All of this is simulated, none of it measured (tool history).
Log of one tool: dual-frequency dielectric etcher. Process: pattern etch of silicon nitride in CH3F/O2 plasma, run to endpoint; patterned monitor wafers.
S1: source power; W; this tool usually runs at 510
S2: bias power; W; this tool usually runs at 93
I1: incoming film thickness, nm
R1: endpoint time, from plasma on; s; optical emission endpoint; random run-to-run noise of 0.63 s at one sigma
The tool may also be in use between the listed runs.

| run | day | S1 | S2 | I1 | R1 |
|---|---|---|---|---|---|
| 1 | 0 | 480 | 93 | 105.3 | 106.5 |
| 2 | 1.396 | 480 | 93 | 106.4 | 107.5 |
| 3 | 2.467 | 480 | 93 | 105.3 | 106.1 |
| 4 | 3.6 | 510 | 93 | 104.9 | 102.7 |
| 5 | 4.842 | 510 | 93 | 104.8 | 101.5 |
| 6 | 6.1 | 510 | 93 | 105.5 | 103.1 |
| 7 | 6.867 | 510 | 93 | 104.4 | 102.8 |
| 8 | 7.929 | 510 | 93 | 103.3 | 101.3 |
| 9 | 9.121 | 510 | 93 | 105.8 | 102.9 |
| 10 | 10.379 | 510 | 106 | 105.3 | 99.5 |
|  | 14.638 | upper electrode replaced |
| 11 | 14.658 | 510 | 106 | 104.5 | 98.6 |
| 12 | 14.675 | 510 | 106 | 105.1 | 98.7 |
|  | 16.438 | wet clean of the chamber |
| 13 | 16.458 | 510 | 93 | 103.9 | 102 |
| 14 | 16.475 | 510 | 93 | 104.3 | 102.1 |
| 15 | 17.246 | 510 | 93 | 104.1 | 102.4 |
| 16 | 18.438 | 420 | 114 | 104.8 | 105.9 |
| 17 | 19.029 | 450 | 72 | 104.2 | 115.1 |
| 18 | 20.2 | 640 | 73 | 105.1 | 100.3 |
|  | 21.579 | bias power generator calibrated |
| 19 | 21.6 | 510 | 93 | 104.9 | 103.3 |
| 20 | 23.704 | 510 | 82 | 105 | 106 |
|  | 25.262 | source power generator calibrated |
| 21 | 27.679 | 420 | 78 | 104.1 | 116.2 |
| 22 | 29.108 | 510 | 72 | 105.3 | 110.1 |
| 23 | 30.167 | 600 | 93 | 104.6 | 96.4 |
| 24 | 31.162 | 600 | 93 | 105.3 | 96.4 |
| 25 | 32.146 | 640 | 73 | 104.3 | 99 |
| 26 | 33.171 | 440 | 75 | 104.9 | 116.8 |
| 27 | 33.942 | 510 | 110 | 103.7 | 97.1 |
| 28 | 34.662 | 420 | 110 | 104.5 | 106.1 |
| 29 | 35.521 | 550 | 82 | 104.2 | 103.3 |
| 30 | 36.692 | 510 | 93 | 104.1 | 102.6 |

Below are 4 alternative next runs, each starting from the tool's condition after run 30. Predict each:
| A | 36.712 | 510 | 93 | 105.2 | ? |
| B | 36.712 | 550 | 93 | 105.2 | ? |
| C | 36.712 | 380 | 93 | 105.2 | ? |
| D | 36.712 | 620 | 79 | 105.2 | ? |

| run | R1 |
|---|---|
| A | 104 |
| B | 100.8 |
| C | 117.8 |
| D | 100.1 |
With the hidden condition removed and each run's random variation left untouched, the same runs would have given:
| run | R1 |
|---|---|
| A | 104 |
| B | 100.8 |
| C | 117.8 |
| D | 100.1 |
